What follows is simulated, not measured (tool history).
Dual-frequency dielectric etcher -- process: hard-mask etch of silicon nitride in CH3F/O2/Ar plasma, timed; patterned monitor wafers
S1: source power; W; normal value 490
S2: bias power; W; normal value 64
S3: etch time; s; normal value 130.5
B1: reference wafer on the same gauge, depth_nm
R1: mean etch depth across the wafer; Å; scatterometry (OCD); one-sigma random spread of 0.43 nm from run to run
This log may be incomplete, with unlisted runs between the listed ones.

Run 1, hour 0: usual settings but S3 151 s; B1 79.8. Result: R1 1032 Å.
Run 2, hour 29.5: usual settings but S3 151 s; B1 79.8. Result: R1 1028 Å.
At hour 46.7: gauge calibrated.
Run 3, hour 64.5: usual settings but S3 142 s; B1 79.9. Result: R1 989 Å.
Run 4, hour 96.4: usual settings but S3 142 s; B1 79.6. Result: R1 983 Å.
Run 5, hour 121.9: usual settings; B1 79.9. Result: R1 899 Å.
Run 6, hour 151.8: usual settings; B1 79.9. Result: R1 908 Å.
Run 7, hour 180.5: usual settings; B1 79.9. Result: R1 906 Å.
Run 8, hour 214.2: usual settings; B1 79.8. Result: R1 911 Å.
Run 9, hour 249: usual settings but S1 590 W, S2 78 W, S3 151 s; B1 79.9. Result: R1 1196 Å.
At hour 261.3: bias power generator calibrated.
Run 10, hour 266.8: usual settings but S1 570 W; B1 79.8. Result: R1 971 Å.
Run 11, hour 280.5: usual settings; B1 79.8. Result: R1 906 Å.
At hour 286.2: gauge calibrated.
At hour 331.9: source power generator calibrated.
Run 12, hour 332.4: usual settings but S1 380 W, S2 55 W; B1 79.9. Result: R1 804 Å.
At hour 364.1: upper electrode replaced, of another model than before.
At hour 372: wet clean of the chamber.
Run 13, hour 372.5: usual settings; B1 79.8. Result: R1 879 Å.
Run 14, hour 376.9: usual settings but S2 50 W; B1 79.6. Result: R1 841 Å.
Run 15, hour 400.2: usual settings but S2 69 W; B1 79.8. Result: R1 892 Å.
Run 16, hour 466.6: usual settings; B1 79.9. Result: R1 901 Å.
Run 17, hour 489.4: usual settings but S1 380 W, S2 50 W, S3 154 s; B1 79.9. Result: R1 859 Å.

Below are 3 alternative next runs, each starting from the tool's condition after run 17. Predict each:
Run A, hour 489.9: usual settings but S3 147.5 s; B1 ?. Result: R1 ?.
Run B, hour 489.9: usual settings but S1 600 W, S2 57 W; B1 ?. Result: R1 ?.
Run C, hour 489.9: usual settings but S2 70 W, S3 101.5 s; B1 ?. Result: R1 ?.

run    B1    R1
  A  79.7  1009
  B  79.7   981
  C  79.7   707
The same runs, with their run-to-run variation unchanged, on a tool lacking any hidden condition would have given:
run    R1
  A  1001
  B   973
  C   701
